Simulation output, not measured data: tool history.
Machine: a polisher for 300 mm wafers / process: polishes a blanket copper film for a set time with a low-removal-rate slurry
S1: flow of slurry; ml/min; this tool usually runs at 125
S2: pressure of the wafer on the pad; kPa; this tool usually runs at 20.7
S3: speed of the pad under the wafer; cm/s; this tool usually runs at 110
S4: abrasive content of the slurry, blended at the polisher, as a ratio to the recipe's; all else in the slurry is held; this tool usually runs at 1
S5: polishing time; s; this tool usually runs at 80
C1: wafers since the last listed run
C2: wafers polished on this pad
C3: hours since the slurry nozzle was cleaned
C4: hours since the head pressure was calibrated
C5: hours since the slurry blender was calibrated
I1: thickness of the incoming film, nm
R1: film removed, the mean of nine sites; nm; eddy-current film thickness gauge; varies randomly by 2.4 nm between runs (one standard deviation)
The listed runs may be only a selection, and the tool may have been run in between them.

Run 1, day 0: usual settings; C1 0; C2 447; C3 268.8; C4 126.4; C5 243.6; I1 759.8. Result: R1 246.5 nm.
Run 2, day 1.738: usual settings; C1 396; C2 843; C3 310.5; C4 168.1; C5 285.3; I1 745.7. Result: R1 242 nm.
At day 2.583: slurry blender recalibrated.
At day 3.258: slurry nozzle cleaned.
Run 3, day 3.746: usual settings; C1 429; C2 1273; C3 11.7; C4 216.3; C5 27.9; I1 764.3. Result: R1 240.9 nm.
Run 4, day 6.012: usual settings; C1 517; C2 1791; C3 66.1; C4 270.7; C5 82.3; I1 762. Result: R1 241.9 nm.
Run 5, day 8.038: usual settings but S5 86 s; C1 462; C2 2253; C3 114.7; C4 319.3; C5 130.9; I1 760.6. Result: R1 263.6 nm.
Run 6, day 9.883: usual settings but S5 97 s; C1 421; C2 2675; C3 159; C4 363.6; C5 175.2; I1 747.7. Result: R1 292.7 nm.
Run 7, day 11.042: usual settings but S5 97 s; C1 264; C2 2939; C3 186.8; C4 391.4; C5 203; I1 763.1. Result: R1 297.3 nm.
At day 12.062: worn pad replaced by a new one.
Run 8, day 12.188: usual settings but S5 97 s; C1 223; C2 28; C3 214.3; C4 418.9; C5 230.5; I1 764.3. Result: R1 294.9 nm.
At day 14.304: slurry blender recalibrated.
Run 9, day 14.8: usual settings; C1 577; C2 605; C3 277; C4 481.6; C5 11.9; I1 746.5. Result: R1 242.2 nm.
At day 15.412: head pressure recalibrated.
Run 10, day 15.838: usual settings; C1 217; C2 823; C3 301.9; C4 10.2; C5 36.8; I1 769.9. Result: R1 241.8 nm.
Run 11, day 17.392: usual settings; C1 354; C2 1178; C3 339.2; C4 47.5; C5 74.1; I1 758. Result: R1 245.6 nm.
At day 18.304: slurry nozzle cleaned.
Run 12, day 19.762: usual settings; C1 531; C2 1710; C3 35; C4 104.4; C5 131; I1 749.7. Result: R1 240.9 nm.
Run 13, day 22.412: usual settings; C1 604; C2 2315; C3 98.6; C4 168; C5 194.6; I1 758. Result: R1 241.3 nm.
At day 24.542: worn pad replaced by a new one.
Run 14, day 25.154: usual settings but S2 18.6 kPa; C1 587; C2 139; C3 164.4; C4 233.8; C5 260.4; I1 755.8. Result: R1 227.9 nm.
At day 26.321: slurry blender recalibrated.
Run 15, day 27.283: usual settings but S2 24.1 kPa, S4 0.75; C1 467; C2 606; C3 215.5; C4 284.9; C5 23.1; I1 763.1. Result: R1 256.8 nm.
Run 16, day 31.329: usual settings but S1 80 ml/min, S2 15.2 kPa, S4 0.85, S5 71 s; C1 923; C2 1530; C3 312.6; C4 382; C5 120.2; I1 767.4. Result: R1 155.4 nm.
At day 33.05: head pressure recalibrated.
Run 17, day 33.296: usual settings; C1 429; C2 1960; C3 359.8; C4 5.9; C5 167.4; I1 757.9. Result: R1 239.8 nm.
At day 34.554: slurry nozzle cleaned.
Run 18, day 35.071: usual settings but S1 160 ml/min, S2 14.5 kPa; C1 395; C2 2356; C3 12.4; C4 48.5; C5 210; I1 764.6. Result: R1 211.1 nm.
Run 19, day 37.396: usual settings but S2 24.8 kPa, S5 105 s; C1 530; C2 2886; C3 68.2; C4 104.3; C5 265.8; I1 763.3. Result: R1 350.6 nm.
At day 37.846: worn pad replaced by a new one.
Run 20, day 39.017: usual settings but S5 55 s; C1 331; C2 267; C3 107.1; C4 143.2; C5 304.7; I1 771. Result: R1 165.9 nm.
At day 41.267: slurry blender recalibrated.
Run 21, day 41.683: usual settings but S1 160 ml/min, S3 136 cm/s, S5 92 s; C1 589; C2 857; C3 171.1; C4 207.2; C5 10; I1 762.1. Result: R1 348.8 nm.
Run 22, day 44.575: usual settings but S5 86 s; C1 660; C2 1517; C3 240.5; C4 276.6; C5 79.4; I1 764.6. Result: R1 261.2 nm.
Run 23, day 46.062: usual settings but S5 100 s; C1 339; C2 1857; C3 276.2; C4 312.3; C5 115.1; I1 762. Result: R1 306.2 nm.
At day 48.471: slurry nozzle cleaned.
Run 24, day 48.929: usual settings but S2 17.9 kPa, S3 94 cm/s; C1 644; C2 2502; C3 11; C4 381.1; C5 183.9; I1 754. Result: R1 197.2 nm.
At day 49.929: worn pad replaced by a new one.
Run 25, day 51.55: usual settings but S2 18.6 kPa, S3 96 cm/s; C1 560; C2 370; C3 73.9; C4 444; C5 246.8; I1 756.2. Result: R1 204.8 nm.
At day 52.279: head pressure recalibrated.
Run 26, day 53.571: usual settings but S1 105 ml/min; C1 442; C2 812; C3 122.4; C4 31; C5 295.3; I1 761. Result: R1 236.2 nm.
At day 54.171: slurry blender recalibrated.
Run 27, day 61.296: usual settings but S2 24.1 kPa, S4 0.75; C1 1744; C2 2556; C3 307.8; C4 216.4; C5 171; I1 775.3. Result: R1 250 nm.
At day 64: worn pad replaced by a new one.
Run 28, day 64.021: usual settings but S4 1.2; C1 584; C2 4; C3 373.2; C4 281.8; C5 236.4; I1 775.8. Result: R1 245.5 nm.
At day 64.375: slurry nozzle cleaned.
Run 29, day 65.125: usual settings but S1 105 ml/min, S2 16.5 kPa, S3 130 cm/s, S4 0.85; C1 242; C2 247; C3 18; C4 308.3; C5 262.9; I1 752.3. Result: R1 227.6 nm.

What differs in the tool's unlogged condition from the final listed run ahead of each entry between runs to the first listed run following it?
After run 2, before run 3: slurry blender recalibrated (day 2.583); slurry nozzle cleaned (day 3.258)
  no hidden state differs between the two runs
After run 7, before run 8: worn pad replaced by a new one (day 12.062)
  no hidden state differs between the two runs
After run 8, before run 9: slurry blender recalibrated (day 14.304)
  no hidden state differs between the two runs
After run 9, before run 10: head pressure recalibrated (day 15.412)
  no hidden state differs between the two runs
After run 11, before run 12: slurry nozzle cleaned (day 18.304)
  no hidden state differs between the two runs
After run 13, before run 14: worn pad replaced by a new one (day 24.542)
  no hidden state differs between the two runs
After run 14, before run 15: slurry blender recalibrated (day 26.321)
  no hidden state differs between the two runs
After run 16, before run 17: head pressure recalibrated (day 33.05)
  no hidden state differs between the two runs
After run 17, before run 18: slurry nozzle cleaned (day 34.554)
  no hidden state differs between the two runs
After run 19, before run 20: worn pad replaced by a new one (day 37.846)
  no hidden state differs between the two runs
After run 20, before run 21: slurry blender recalibrated (day 41.267)
  no hidden state differs between the two runs
After run 23, before run 24: slurry nozzle cleaned (day 48.471)
  no hidden state differs between the two runs
After run 24, before run 25: worn pad replaced by a new one (day 49.929)
  no hidden state differs between the two runs
After run 25, before run 26: head pressure recalibrated (day 52.279)
  no hidden state differs between the two runs
After run 26, before run 27: slurry blender recalibrated (day 54.171)
  no hidden state differs between the two runs
After run 27, before run 28: worn pad replaced by a new one (day 64)
  no hidden state differs between the two runs
After run 28, before run 29: slurry nozzle cleaned (day 64.375)
  no hidden state differs between the two runs
